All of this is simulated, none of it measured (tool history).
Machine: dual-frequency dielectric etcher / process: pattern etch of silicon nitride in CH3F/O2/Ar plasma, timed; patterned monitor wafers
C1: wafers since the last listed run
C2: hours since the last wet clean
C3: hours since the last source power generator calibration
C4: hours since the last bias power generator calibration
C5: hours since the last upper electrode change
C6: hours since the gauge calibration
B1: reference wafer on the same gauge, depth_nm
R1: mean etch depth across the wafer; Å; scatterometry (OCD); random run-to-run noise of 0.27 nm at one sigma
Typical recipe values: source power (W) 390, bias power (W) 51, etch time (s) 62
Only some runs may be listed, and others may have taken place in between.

{"run": 1, "day": 0.0, "source power (W)": 390, "bias power (W)": 51, "etch time (s)": 62, "C1": 0, "C2": 357.4, "C3": 1713.6, "C4": 2125.6, "C5": 1695.9, "C6": 503.4, "B1": 43.83, "R1": 456.1}
{"run": 2, "day": 2.954, "source power (W)": 390, "bias power (W)": 51, "etch time (s)": 62, "C1": 930, "C2": 428.3, "C3": 1784.5, "C4": 2196.5, "C5": 1766.8, "C6": 574.3, "B1": 43.82, "R1": 461.5}
{"run": 3, "day": 4.712, "source power (W)": 390, "bias power (W)": 51, "etch time (s)": 62, "C1": 553, "C2": 470.5, "C3": 1826.7, "C4": 2238.7, "C5": 1809.0, "C6": 616.5, "B1": 43.7, "R1": 454.7}
{"run": 4, "day": 6.6, "source power (W)": 390, "bias power (W)": 51, "etch time (s)": 62, "C1": 594, "C2": 515.8, "C3": 1872.0, "C4": 2284.0, "C5": 1854.3, "C6": 661.8, "B1": 43.78, "R1": 462.5}
{"day": 8.254, "done": "wet clean of the chamber"}
{"run": 5, "day": 9.196, "source power (W)": 390, "bias power (W)": 51, "etch time (s)": 62, "C1": 502, "C2": 22.6, "C3": 1934.3, "C4": 2346.3, "C5": 1916.6, "C6": 724.1, "B1": 43.85, "R1": 448.8}
{"run": 6, "day": 13.138, "source power (W)": 390, "bias power (W)": 51, "etch time (s)": 62, "C1": 1241, "C2": 117.2, "C3": 2028.9, "C4": 2440.9, "C5": 2011.2, "C6": 818.7, "B1": 43.79, "R1": 451.7}
{"run": 7, "day": 16.667, "source power (W)": 390, "bias power (W)": 51, "etch time (s)": 62, "C1": 1111, "C2": 201.9, "C3": 2113.6, "C4": 2525.6, "C5": 2095.9, "C6": 903.4, "B1": 43.8, "R1": 453.0}
{"run": 8, "day": 20.946, "source power (W)": 390, "bias power (W)": 51, "etch time (s)": 62, "C1": 1348, "C2": 304.6, "C3": 2216.3, "C4": 2628.3, "C5": 2198.6, "C6": 1006.1, "B1": 43.95, "R1": 453.3}
{"day": 26.192, "done": "upper electrode replaced"}
{"run": 9, "day": 26.212, "source power (W)": 390, "bias power (W)": 51, "etch time (s)": 62, "C1": 1344, "C2": 431.0, "C3": 2342.7, "C4": 2754.7, "C5": 0.5, "C6": 1132.5, "B1": 43.86, "R1": 460.1}
{"day": 28.196, "done": "wet clean of the chamber"}
{"run": 10, "day": 29.75, "source power (W)": 390, "bias power (W)": 51, "etch time (s)": 62, "C1": 799, "C2": 37.3, "C3": 2427.6, "C4": 2839.6, "C5": 85.4, "C6": 1217.4, "B1": 43.82, "R1": 452.4}
{"run": 11, "day": 33.167, "source power (W)": 320, "bias power (W)": 51, "etch time (s)": 62, "C1": 1076, "C2": 119.3, "C3": 2509.6, "C4": 2921.6, "C5": 167.4, "C6": 1299.4, "B1": 43.83, "R1": 426.1}
{"run": 12, "day": 36.633, "source power (W)": 390, "bias power (W)": 51, "etch time (s)": 62, "C1": 1092, "C2": 202.5, "C3": 2592.8, "C4": 3004.8, "C5": 250.6, "C6": 1382.6, "B1": 43.9, "R1": 451.0}
{"run": 13, "day": 39.675, "source power (W)": 320, "bias power (W)": 51, "etch time (s)": 62, "C1": 958, "C2": 275.5, "C3": 2665.8, "C4": 3077.8, "C5": 323.6, "C6": 1455.6, "B1": 43.89, "R1": 430.9}
{"day": 40.188, "done": "gauge calibrated"}
{"run": 14, "day": 46.95, "source power (W)": 310, "bias power (W)": 56, "etch time (s)": 62, "C1": 2292, "C2": 450.1, "C3": 2840.4, "C4": 3252.4, "C5": 498.2, "C6": 162.3, "B1": 43.89, "R1": 444.0}
{"run": 15, "day": 51.304, "source power (W)": 390, "bias power (W)": 51, "etch time (s)": 62, "C1": 1371, "C2": 554.6, "C3": 2944.9, "C4": 3356.9, "C5": 602.7, "C6": 266.8, "B1": 43.8, "R1": 462.9}

Forecast run 16:
{"day": 52.312, "done": "wet clean of the chamber"}
{"day": 56.988, "done": "source power generator calibrated"}
{"run": 16, "day": 57.692, "source power (W)": 420, "bias power (W)": 51, "etch time (s)": 62, "C1": 1644, "C2": 129.1, "C3": 16.9, "C4": 3510.2, "C5": 756.0, "C6": 420.1, "B1": "?", "R1": "?"}

{"run 16": {"B1": 43.72, "R1": 456.6}}
With the hidden condition absent and the run-to-run variation left alone, this run would have shown R1 451.4 Å.
